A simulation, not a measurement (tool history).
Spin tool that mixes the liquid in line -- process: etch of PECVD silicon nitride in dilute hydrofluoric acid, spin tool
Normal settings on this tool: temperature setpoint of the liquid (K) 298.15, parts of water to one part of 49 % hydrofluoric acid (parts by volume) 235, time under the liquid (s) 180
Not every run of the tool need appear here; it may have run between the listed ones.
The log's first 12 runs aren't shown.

run,day,temperature setpoint of the liquid (K),parts of water to one part of 49 % hydrofluoric acid (parts by volume),time under the liquid (s),"read-back film thickness of the PECVD silicon nitride reference wafer, read on the same gauge (nm)",thickness taken off the PECVD silicon nitride on a monitor wafer (nm)
13,27.625,300.65,295,80,90.010,0.585
14,28.633,298.15,235,255,89.967,2.003
15,30.346,298.15,235,180,90.006,1.416
16,32.379,298.15,315,150,89.993,0.879
17,40.796,298.15,235,180,90.043,1.451
18,43.550,295.65,235,235,89.939,1.683
19,45.675,298.15,235,180,89.979,1.464
20,46.862,298.15,235,180,89.987,1.504
# day 46.979: thermometer replaced
21,49.604,303.15,120,180,90.032,3.933
# day 50.150: gauge calibrated
22,52.458,300.65,265,125,90.026,1.095

Run 23 is up next; what results do you expect?
23,54.838,298.15,235,180,?,?

{"run 23": {"read-back film thickness of the PECVD silicon nitride reference wafer, read on the same gauge (nm)": 89.977, "thickness taken off the PECVD silicon nitride on a monitor wafer (nm)": 1.498}}
Were there no unlogged condition in the tool, this run, its random variation unchanged, would have produced thickness taken off the PECVD silicon nitride on a monitor wafer (nm) 1.385.
